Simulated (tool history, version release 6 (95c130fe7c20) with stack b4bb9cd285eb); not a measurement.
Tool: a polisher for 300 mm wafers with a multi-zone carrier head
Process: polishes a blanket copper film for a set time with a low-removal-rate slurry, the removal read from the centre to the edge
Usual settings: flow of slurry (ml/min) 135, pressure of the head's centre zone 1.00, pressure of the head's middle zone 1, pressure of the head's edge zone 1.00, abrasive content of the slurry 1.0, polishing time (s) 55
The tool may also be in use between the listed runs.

| run | day | flow of slurry (ml/min) | pressure of the head's centre zone | pressure of the head's middle zone | pressure of the head's edge zone | abrasive content of the slurry | polishing time (s) | incoming thickness of the incoming film, nm | film removed at the wafer's centre (angstrom) | film removed at mid-radius (angstrom) | film removed at the wafer's edge (angstrom) |
|---|---|---|---|---|---|---|---|---|---|---|---|
| 1 | 0.000 | 135 | 1.00 | 1 | 1.00 | 1.0 | 55 | 1489.2 | 1753 | 1736 | 1741 |
|  | 1.017 | worn pad replaced by a new one |
| 2 | 1.117 | 135 | 1.00 | 1 | 1.00 | 1.0 | 55 | 1509.0 | 1729 | 1737 | 1727 |
| 3 | 1.996 | 135 | 1.00 | 1 | 1.00 | 1.0 | 55 | 1520.2 | 1748 | 1736 | 1760 |
| 4 | 2.925 | 135 | 1.00 | 1 | 1.00 | 1.0 | 55 | 1505.9 | 1759 | 1735 | 1740 |
| 5 | 3.667 | 135 | 1.00 | 1 | 1.00 | 1.0 | 55 | 1490.6 | 1724 | 1716 | 1748 |
| 6 | 4.317 | 135 | 1.00 | 1 | 0.97 | 1.0 | 55 | 1512.5 | 1746 | 1729 | 1714 |
|  | 4.562 | worn pad replaced by a new one |
|  | 4.854 | centre zone pressure recalibrated |
|  | 5.050 | edge zone pressure recalibrated |
| 7 | 5.150 | 135 | 1.00 | 1 | 0.97 | 1.0 | 55 | 1508.8 | 1737 | 1713 | 1684 |
| 8 | 6.554 | 135 | 1.00 | 1 | 0.97 | 1.0 | 55 | 1505.9 | 1699 | 1736 | 1714 |
|  | 7.029 | carrier head's membrane replaced by a new one |
| 9 | 7.825 | 135 | 1.00 | 1 | 0.97 | 1.0 | 55 | 1504.4 | 1737 | 1723 | 1714 |
|  | 8.904 | worn pad replaced by a new one |
| 10 | 9.133 | 170 | 1.00 | 1 | 1.00 | 1.0 | 42 | 1478.4 | 1398 | 1367 | 1357 |
| 11 | 9.662 | 135 | 0.93 | 1 | 0.96 | 1.2 | 39 | 1499.8 | 1205 | 1259 | 1247 |

The next listed run, before its measurement:
|  | 10.133 | slurry nozzle cleaned |
| 12 | 10.271 | 165 | 0.89 | 1 | 0.94 | 1.0 | 65 | 1511.1 | ? | ? | ? |

film removed at the wafer's centre (angstrom): 2077
film removed at mid-radius (angstrom): 2298
film removed at the wafer's edge (angstrom): 2176
Without the tool's hidden state the same run would have given film removed at the wafer's centre (angstrom) 2090, film removed at mid-radius (angstrom) 2310, film removed at the wafer's edge (angstrom) 2184.
